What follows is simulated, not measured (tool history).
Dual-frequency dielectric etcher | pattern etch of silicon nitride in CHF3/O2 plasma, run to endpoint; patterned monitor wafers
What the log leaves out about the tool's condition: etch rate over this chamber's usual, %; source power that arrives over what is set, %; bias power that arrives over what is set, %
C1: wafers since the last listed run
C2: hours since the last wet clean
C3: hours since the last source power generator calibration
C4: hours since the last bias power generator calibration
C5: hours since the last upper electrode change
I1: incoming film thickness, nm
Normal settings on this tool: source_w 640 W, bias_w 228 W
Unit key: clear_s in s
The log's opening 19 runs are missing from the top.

At hour 2019.2: source power generator calibrated.
Run 20, hour 2103.3: usual settings but source_w 540 W, bias_w 276 W; C1 1295; C2 748.1; C3 84.1; C4 1614.3; C5 313.9; I1 95.7. Result: clear_s 51.6 s.
Run 21, hour 2143.1: usual settings but source_w 790 W, bias_w 207 W; C1 354; C2 787.9; C3 123.9; C4 1654.1; C5 353.7; I1 96.2. Result: clear_s 52.5 s.
At hour 2189.1: wet clean of the chamber.
Run 22, hour 2231.1: usual settings but source_w 600 W, bias_w 184 W; C1 569; C2 42; C3 211.9; C4 1742.1; C5 441.7; I1 95.1. Result: clear_s 61 s.
Run 23, hour 2293.4: usual settings but source_w 710 W, bias_w 274 W; C1 554; C2 104.3; C3 274.2; C4 1804.4; C5 504; I1 95.4. Result: clear_s 48 s.
Run 24, hour 2375.4: usual settings but source_w 800 W, bias_w 259 W; C1 729; C2 186.3; C3 356.2; C4 1886.4; C5 586; I1 96.3. Result: clear_s 47.9 s.
Run 25, hour 2423.6: usual settings but source_w 770 W, bias_w 247 W; C1 428; C2 234.5; C3 404.4; C4 1934.6; C5 634.2; I1 95.8. Result: clear_s 49.2 s.
Run 26, hour 2488.9: usual settings but source_w 730 W; C1 580; C2 299.8; C3 469.7; C4 1999.9; C5 699.5; I1 95.2. Result: clear_s 51.6 s.
Run 27, hour 2536.1: usual settings but source_w 750 W, bias_w 265 W; C1 419; C2 347; C3 516.9; C4 2047.1; C5 746.7; I1 95.2. Result: clear_s 47.9 s.
Run 28, hour 2607.4: usual settings but source_w 760 W, bias_w 189 W; C1 634; C2 418.3; C3 588.2; C4 2118.4; C5 818; I1 95.8. Result: clear_s 55.4 s.
Run 29, hour 2693.8: usual settings but source_w 750 W, bias_w 254 W; C1 768; C2 504.7; C3 674.6; C4 2204.8; C5 904.4; I1 94.8. Result: clear_s 48.2 s.
Run 30, hour 2780: usual settings but source_w 510 W, bias_w 276 W; C1 766; C2 590.9; C3 760.8; C4 2291; C5 990.6; I1 95. Result: clear_s 52.4 s.
Run 31, hour 2859.2: usual settings but bias_w 255 W; C1 704; C2 670.1; C3 840; C4 2370.2; C5 1069.8; I1 94.3. Result: clear_s 50.3 s.
Run 32, hour 3018.9: usual settings but bias_w 255 W; C1 1420; C2 829.8; C3 999.7; C4 2529.9; C5 1229.5; I1 96.2. Result: clear_s 51.2 s.
Run 33, hour 3065.4: usual settings but source_w 490 W; C1 413; C2 876.3; C3 1046.2; C4 2576.4; C5 1276; I1 95.4. Result: clear_s 57.8 s.
At hour 3112.8: wet clean of the chamber.
Run 34, hour 3116.8: usual settings but source_w 490 W, bias_w 175 W; C1 243; C2 4; C3 1097.6; C4 2627.8; C5 1327.4; I1 94.6. Result: clear_s 65.8 s.

Below are 5 alternative next runs, each starting from the tool's condition after run 34. Predict each:
Run A, hour 3117.2: usual settings but bias_w 199 W; C1 3; C2 4.4; C3 1098; C4 2628.2; C5 1327.8; I1 94.5. Result: clear_s ?.
Run B, hour 3117.2: usual settings but source_w 510 W, bias_w 258 W; C1 3; C2 4.4; C3 1098; C4 2628.2; C5 1327.8; I1 94.5. Result: clear_s ?.
Run C, hour 3117.2: usual settings but source_w 550 W, bias_w 244 W; C1 3; C2 4.4; C3 1098; C4 2628.2; C5 1327.8; I1 94.5. Result: clear_s ?.
Run D, hour 3117.2: usual settings but bias_w 273 W; C1 3; C2 4.4; C3 1098; C4 2628.2; C5 1327.8; I1 94.5. Result: clear_s ?.
Run E, hour 3117.2: usual settings but source_w 760 W, bias_w 246 W; C1 3; C2 4.4; C3 1098; C4 2628.2; C5 1327.8; I1 94.5. Result: clear_s ?.

run  clear_s
  A       57
  B     54.4
  C     54.5
  D     49.4
  E     48.9
With the hidden condition removed and each run's random variation left untouched, the same runs would have given:
run  clear_s
  A       57
  B     54.5
  C     54.6
  D     49.4
  E       49

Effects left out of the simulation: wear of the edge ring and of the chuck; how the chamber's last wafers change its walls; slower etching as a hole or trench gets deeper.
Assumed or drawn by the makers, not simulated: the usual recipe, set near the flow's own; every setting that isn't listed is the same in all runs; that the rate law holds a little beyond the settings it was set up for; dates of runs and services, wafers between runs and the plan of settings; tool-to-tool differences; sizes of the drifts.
